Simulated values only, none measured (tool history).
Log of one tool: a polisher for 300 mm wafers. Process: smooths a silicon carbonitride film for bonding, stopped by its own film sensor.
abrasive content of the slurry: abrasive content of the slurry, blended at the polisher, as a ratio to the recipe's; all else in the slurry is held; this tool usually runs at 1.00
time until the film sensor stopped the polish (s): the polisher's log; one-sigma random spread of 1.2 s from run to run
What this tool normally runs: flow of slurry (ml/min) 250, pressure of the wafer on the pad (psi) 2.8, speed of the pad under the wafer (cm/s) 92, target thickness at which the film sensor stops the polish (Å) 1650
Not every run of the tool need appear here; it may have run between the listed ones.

run    hour  flow of slurry (ml/min)  pressure of the wafer on the pad (psi)  speed of the pad under the wafer (cm/s)  abrasive content of the slurry  target thickness at which the film sensor stops the polish (Å)  incoming thickness of the incoming film, nm  time until the film sensor stopped the polish (s)
  1     0.0                      250                                     2.8                                       92                            0.80                                                            1650                                        191.5                                              101.4
  2    56.5                      250                                     2.8                                       92                            0.80                                                            1650                                        185.7                                               81.2
  3   147.6                      250                                     2.8                                       92                            0.80                                                            1650                                        187.3                                               90.2
      224.6  -- head pressure recalibrated
      289.7  -- slurry blender recalibrated
  4   318.4                      250                                     2.8                                       92                            1.00                                                            1650                                        189.5                                               90.8
  5   364.6                      250                                     2.8                                       92                            1.00                                                            1650                                        190.5                                               94.4
      400.8  -- worn pad replaced by a new one
  6   451.7                      250                                     2.8                                       92                            1.00                                                            1650                                        191.9                                               94.2
      513.8  -- slurry nozzle cleaned
  7   643.2                      250                                     2.8                                       92                            1.00                                                            1650                                        191.2                                               98.1
      669.3  -- head pressure recalibrated
  8   700.2                      250                                     2.8                                       82                            1.00                                                            1650                                        191.0                                              106.9
      744.5  -- slurry blender recalibrated
  9   774.1                      250                                     2.8                                       82                            1.00                                                            1650                                        190.2                                              103.2
 10   810.4                      250                                     2.8                                       92                            1.00                                                            1650                                        189.9                                               90.4
      853.0  -- worn pad replaced by a new one
 11   913.9                      250                                     2.8                                       92                            1.00                                                            1650                                        190.7                                               87.7
 12   993.9                      250                                     2.8                                       92                            1.00                                                            1650                                        189.9                                               87.2
     1085.4  -- head pressure recalibrated
 13  1090.8                      225                                     2.8                                       92                            1.00                                                            1650                                        188.0                                               84.5
     1102.4  -- slurry blender recalibrated
 14  1134.4                      250                                     2.8                                       92                            1.00                                                            1720                                        187.0                                               54.7
 15  1205.2                      285                                     2.8                                       76                            0.85                                                            1650                                        188.7                                              106.4
     1239.8  -- worn pad replaced by a new one
 16  1261.0                      250                                     3.2                                       92                            1.00                                                            1650                                        187.4                                               63.6
     1349.8  -- slurry nozzle cleaned
 17  1350.7                      250                                     3.4                                       92                            1.00                                                            1650                                        189.2                                               67.4
 18  1388.9                      200                                     3.5                                       92                            1.25                                                            1650                                        192.3                                               70.2
     1443.1  -- head pressure recalibrated
     1458.1  -- slurry blender recalibrated
 19  1473.9                      250                                     2.8                                       92                            1.00                                                            1650                                        188.5                                               85.2
 20  1559.0                      250                                     2.0                                       92                            1.00                                                            1580                                        190.8                                              160.5
     1624.5  -- worn pad replaced by a new one
 21  1625.0                      250                                     3.4                                       92                            1.30                                                            1650                                        187.1                                               53.2
 22  1723.3                      250                                     1.8                                      104                            0.75                                                            1590                                        188.9                                              170.3
 23  1783.1                      250                                     2.8                                       92                            1.00                                                            1650                                        189.1                                               85.0
     1829.7  -- head pressure recalibrated
     1840.2  -- slurry blender recalibrated
 24  1869.9                      250                                     2.8                                      108                            1.00                                                            1650                                        190.7                                               83.7
 25  1923.8                      250                                     3.2                                       74                            1.00                                                            1650                                        189.0                                               92.8
 26  1978.1                      250                                     3.3                                       68                            1.00                                                            1650                                        188.3                                               89.2
 27  2021.0                      320                                     2.8                                      106                            1.20                                                            1720                                        187.3                                               44.8

Branching from run 27: 5 alternative next runs. What would each branch give?
  A  2021.5                      250                                     3.1                                       92                            1.00                                                            1650                                        191.6                                                  ?
  B  2021.5                      200                                     2.2                                       92                            1.15                                                            1620                                        191.6                                                  ?
  C  2021.5                      250                                     2.8                                       92                            1.20                                                            1650                                        191.6                                                  ?
  D  2021.5                      200                                     2.8                                       92                            1.15                                                            1650                                        191.6                                                  ?
  E  2021.5                      225                                     3.6                                       92                            1.00                                                            1650                                        191.6                                                  ?

run  time until the film sensor stopped the polish (s)
  A                                               86.1
  B                                              130.3
  C                                               87.6
  D                                               92.0
  E                                               75.1
With the hidden condition removed and each run's random variation left untouched, the same runs would have given:
run  time until the film sensor stopped the polish (s)
  A                                               75.0
  B                                              113.6
  C                                               76.4
  D                                               80.2
  E                                               65.5

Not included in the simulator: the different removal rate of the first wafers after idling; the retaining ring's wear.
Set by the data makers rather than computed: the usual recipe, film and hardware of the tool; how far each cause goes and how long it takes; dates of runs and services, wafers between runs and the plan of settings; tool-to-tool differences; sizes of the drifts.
